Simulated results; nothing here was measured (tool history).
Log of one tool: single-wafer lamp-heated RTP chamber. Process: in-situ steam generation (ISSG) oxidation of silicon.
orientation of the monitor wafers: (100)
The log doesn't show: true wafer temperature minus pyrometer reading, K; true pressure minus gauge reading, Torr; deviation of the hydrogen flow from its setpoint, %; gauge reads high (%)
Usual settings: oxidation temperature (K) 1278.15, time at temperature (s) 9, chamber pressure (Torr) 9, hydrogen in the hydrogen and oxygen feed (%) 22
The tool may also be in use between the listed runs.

| run | day | oxidation temperature (K) | time at temperature (s) | chamber pressure (Torr) | hydrogen in the hydrogen and oxygen feed (%) | wafers since the last listed run | wafers since the last pyrometer calibration | hours since the pressure gauge was zeroed | hours since the hydrogen flow controller was replaced | hours since the gauge calibration | read-back reference wafer on the same gauge, thickness | oxide thickness on the monitor wafer (nm) |
|---|---|---|---|---|---|---|---|---|---|---|---|---|
| 1 | 0 | 1278.15 | 9 | 9 | 22 | 0 | 403 | 1527 | 2745.6 | 215.1 | 4.467 | 3.929 |
| 2 | 0.554 | 1278.15 | 9 | 9 | 22 | 96 | 499 | 1540.3 | 2758.9 | 228.4 | 4.472 | 4.026 |
| 3 | 1.642 | 1278.15 | 9 | 9 | 22 | 189 | 688 | 1566.4 | 2785 | 254.5 | 4.467 | 3.989 |
| 4 | 2.975 | 1278.15 | 9 | 9.3 | 22 | 231 | 920 | 1598.4 | 2817 | 286.5 | 4.475 | 3.96 |
| 5 | 4.033 | 1278.15 | 9 | 9.3 | 22 | 184 | 1105 | 1623.8 | 2842.4 | 311.9 | 4.47 | 3.965 |
|  | 4.4 | hydrogen flow controller replaced |
| 6 | 4.55 | 1278.15 | 9 | 9.3 | 22 | 31 | 1136 | 1636.2 | 3.6 | 324.3 | 4.471 | 4.001 |
| 7 | 5.725 | 1296.15 | 9 | 8.2 | 12 | 204 | 1341 | 1664.4 | 31.8 | 352.5 | 4.464 | 3.705 |
| 8 | 6.554 | 1278.15 | 9 | 10.1 | 22 | 144 | 1485 | 1684.3 | 51.7 | 372.4 | 4.475 | 3.968 |
| 9 | 7.433 | 1264.15 | 12 | 10 | 22 | 152 | 1638 | 1705.4 | 72.8 | 393.5 | 4.468 | 4.293 |
| 10 | 8.858 | 1278.15 | 9 | 8.3 | 22 | 247 | 1886 | 1739.6 | 107 | 427.7 | 4.469 | 4.074 |
| 11 | 9.388 | 1278.15 | 9 | 9 | 22 | 92 | 1978 | 1752.3 | 119.7 | 440.4 | 4.475 | 4.002 |
| 12 | 10.1 | 1278.15 | 11 | 8.3 | 31 | 123 | 2102 | 1769.4 | 136.8 | 457.5 | 4.47 | 4.871 |
| 13 | 11.358 | 1278.15 | 9 | 9 | 22 | 218 | 2321 | 1799.6 | 167 | 487.7 | 4.467 | 4.038 |
|  | 12.288 | pyrometer window cleaned and pyrometer calibrated |
| 14 | 12.308 | 1295.15 | 8 | 7.7 | 26 | 107 | 3 | 1822.4 | 189.8 | 510.5 | 4.477 | 4.172 |
| 15 | 13.304 | 1278.15 | 9 | 7.7 | 26 | 173 | 177 | 1846.3 | 213.7 | 534.4 | 4.464 | 4.13 |
| 16 | 14.758 | 1278.15 | 9 | 9 | 22 | 253 | 430 | 1881.2 | 248.6 | 569.3 | 4.475 | 3.958 |
| 17 | 15.438 | 1278.15 | 6 | 9 | 27 | 118 | 548 | 1897.5 | 264.9 | 585.6 | 4.473 | 3.546 |
| 18 | 16.862 | 1278.15 | 6 | 9.9 | 15 | 247 | 796 | 1931.7 | 299.1 | 619.8 | 4.471 | 3.002 |
| 19 | 18.325 | 1278.15 | 9 | 9 | 22 | 254 | 1050 | 1966.8 | 334.2 | 654.9 | 4.472 | 4.011 |
|  | 19.612 | pressure gauge zeroed |
| 20 | 19.633 | 1278.15 | 8 | 7.7 | 22 | 169 | 1220 | 0.5 | 365.6 | 686.3 | 4.47 | 3.844 |
|  | 20.496 | gauge calibrated |
| 21 | 20.921 | 1278.15 | 9 | 7.8 | 17 | 224 | 1444 | 31.4 | 396.5 | 10.2 | 4.474 | 3.84 |
| 22 | 21.504 | 1278.15 | 7 | 10.2 | 16 | 101 | 1545 | 45.4 | 410.5 | 24.2 | 4.463 | 3.282 |
| 23 | 22.621 | 1298.15 | 9 | 8.4 | 12 | 194 | 1740 | 72.2 | 437.3 | 51 | 4.468 | 3.751 |
| 24 | 23.154 | 1278.15 | 11 | 9 | 22 | 92 | 1832 | 85 | 450.1 | 63.8 | 4.476 | 4.392 |
|  | 24.392 | pyrometer window cleaned and pyrometer calibrated |
| 25 | 24.442 | 1278.15 | 9 | 9 | 22 | 166 | 8 | 115.9 | 481 | 94.7 | 4.474 | 3.922 |
| 26 | 25.721 | 1296.15 | 11 | 9 | 28 | 222 | 231 | 146.6 | 511.7 | 125.4 | 4.474 | 4.885 |
| 27 | 26.875 | 1288.15 | 9 | 9 | 22 | 200 | 432 | 174.3 | 539.4 | 153.1 | 4.466 | 4.112 |
| 28 | 28.233 | 1290.15 | 9 | 9 | 29 | 236 | 668 | 206.9 | 572 | 185.7 | 4.466 | 4.475 |
| 29 | 29.396 | 1265.15 | 9 | 9 | 22 | 202 | 870 | 234.8 | 599.9 | 213.6 | 4.47 | 3.793 |
| 30 | 30.508 | 1273.15 | 9 | 8 | 22 | 193 | 1064 | 261.5 | 626.6 | 240.3 | 4.464 | 3.958 |

How the hidden state differs across the entries between the runs, from the last listed run before each to the first after it:
Between runs 5 and 6: hydrogen flow controller replaced (day 4.4)
  true wafer temperature minus pyrometer reading, K: 9.1 -> 9.38
  measured less the result without the state, oxide thickness on the monitor wafer (nm): +0.118 -> +0.123
Between runs 13 and 14: pyrometer window cleaned and pyrometer calibrated (day 12.288)
  true wafer temperature minus pyrometer reading, K: 11.2 -> 1.06
  measured less the result without the state, oxide thickness on the monitor wafer (nm): +0.149 -> +0.016
Between runs 19 and 20: pressure gauge zeroed (day 19.612)
  true wafer temperature minus pyrometer reading, K: 8.71 -> 9.41
  measured less the result without the state, oxide thickness on the monitor wafer (nm): +0.114 -> +0.112
Between runs 20 and 21: gauge calibrated (day 20.496)
  true wafer temperature minus pyrometer reading, K: 9.41 -> 9.93
  measured less the result without the state, oxide thickness on the monitor wafer (nm): +0.112 -> +0.125
Between runs 24 and 25: pyrometer window cleaned and pyrometer calibrated (day 24.392)
  true wafer temperature minus pyrometer reading, K: 10.5 -> 0.209
  measured less the result without the state, oxide thickness on the monitor wafer (nm): +0.164 -> +0.002

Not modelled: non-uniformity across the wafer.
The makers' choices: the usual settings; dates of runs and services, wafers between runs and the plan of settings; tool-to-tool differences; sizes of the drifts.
